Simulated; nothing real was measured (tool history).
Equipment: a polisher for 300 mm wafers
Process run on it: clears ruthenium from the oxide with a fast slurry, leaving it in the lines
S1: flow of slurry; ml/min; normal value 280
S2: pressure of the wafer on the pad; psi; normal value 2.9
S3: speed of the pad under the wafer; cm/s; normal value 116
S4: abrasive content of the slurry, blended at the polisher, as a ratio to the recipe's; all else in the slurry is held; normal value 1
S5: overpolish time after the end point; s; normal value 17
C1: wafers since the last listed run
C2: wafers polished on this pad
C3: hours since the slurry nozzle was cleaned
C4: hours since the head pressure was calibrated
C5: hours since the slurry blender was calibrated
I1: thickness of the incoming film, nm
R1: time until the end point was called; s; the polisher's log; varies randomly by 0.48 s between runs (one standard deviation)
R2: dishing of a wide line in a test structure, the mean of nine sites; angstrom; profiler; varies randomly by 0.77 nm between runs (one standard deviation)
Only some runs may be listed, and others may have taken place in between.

run	hour	S1	S2	S3	S4	S5	C1	C2	C3	C4	C5	I1	R1	R2
1	0	250	2.9	116	1	17	0	528	122.1	702	275.8	131.5	30.6	568
2	20.9	280	3.4	116	1	17	323	851	143	722.9	296.7	130.1	26.4	614
3	35.7	280	3.4	116	1	17	228	1080	157.8	737.7	311.5	131.5	26.1	631
4	53.7	280	2.9	116	1	17	278	1359	175.8	755.7	329.5	129.3	30.1	562
5	73.9	280	2.9	116	1	17	312	1671	196	775.9	349.7	129.5	30.9	553
6	107.6	220	2.9	116	1	17	521	2192	229.7	809.6	383.4	131.5	32.1	541
7	133.8	280	2.9	116	1	17	405	2597	255.9	835.8	409.6	131.3	31.7	543
# hour 145.2: worn pad replaced by a new one
# hour 149.2: slurry blender recalibrated
8	149.7	280	2.9	116	1	13	153	38	271.8	851.7	0.5	130.5	27.7	494
9	170.5	280	2.9	116	1	17	321	360	292.6	872.5	21.3	132.6	28.7	581
10	205.9	280	2.9	116	1	17	547	907	328	907.9	56.7	129.9	28.4	601
11	220.1	280	2.9	116	1	17	219	1127	342.2	922.1	70.9	131.9	28.7	597
12	234.3	280	2.9	116	1	17	219	1346	356.4	936.3	85.1	131.1	28.8	581
13	269.4	190	2.9	146	1	17	542	1889	391.5	971.4	120.2	131.1	24.1	665
# hour 298.3: worn pad replaced by a new one
14	322.5	280	2.9	116	1	17	759	374	444.6	1024.5	173.3	131.7	29.1	569
15	346.9	365	2.9	116	1	17	377	751	469	1048.9	197.7	130	28.5	583
# hour 362.1: head pressure recalibrated
16	377.5	280	2.9	146	1	21	442	1193	499.6	15.4	228.3	129.8	23.1	740
17	408.7	280	2.9	116	1	23	482	1676	530.8	46.6	259.5	130.1	29.9	693
18	436.3	235	2.2	96	1	17	426	2103	558.4	74.2	287.1	129.8	47.6	402
# hour 447.5: worn pad replaced by a new one
19	452.8	280	2.9	116	1	24	193	81	574.9	90.7	303.6	130.4	30.5	695
20	477.5	280	2.9	92	1	17	381	463	599.6	115.4	328.3	129.4	38.5	476
21	512.1	280	2.9	116	1	17	535	998	634.2	150	362.9	131.7	31.4	547
# hour 530.8: slurry nozzle cleaned
22	541.7	190	2.9	146	1	17	442	1441	10.9	179.6	392.5	130.4	25.2	611
23	577	280	2.9	116	1	17	545	1987	46.2	214.9	427.8	130.8	33	538
# hour 595.3: slurry blender recalibrated
# hour 619.3: worn pad replaced by a new one
24	655.5	280	3.2	82	1	11	1121	559	124.7	293.4	60.2	131.3	37.6	355
25	676.5	280	2.9	116	1	8	324	884	145.7	314.4	81.2	128.1	28.6	328
26	691.8	240	2.9	90	0.85	26	236	1121	161	329.7	96.5	132	41.4	611
27	727.3	280	2.9	116	1	12	549	1670	196.5	365.2	132	130.5	28.7	457
28	754.1	365	2.9	116	1	17	414	2084	223.3	392	158.8	129.2	28.7	590
29	783.8	280	3.4	116	1	17	459	2544	253	421.7	188.5	130.6	25.3	635

Each row is a separate what-if for the run after 29, all from the same tool condition, not one after another. Results?
A	784.2	280	2.9	116	1.2	17	6	2550	253.4	422.1	188.9	128.9	?	?
B	784.2	280	2.9	116	1.25	17	6	2550	253.4	422.1	188.9	128.9	?	?
C	784.2	280	2.9	106	1.1	17	6	2550	253.4	422.1	188.9	128.9	?	?

run	R1	R2
A	26.4	587
B	25.9	593
C	29.8	541
Stripped of hidden state, with their random variation kept, the same runs would have yielded:
run	R1	R2
A	25.2	605
B	24.8	610
C	28.4	559
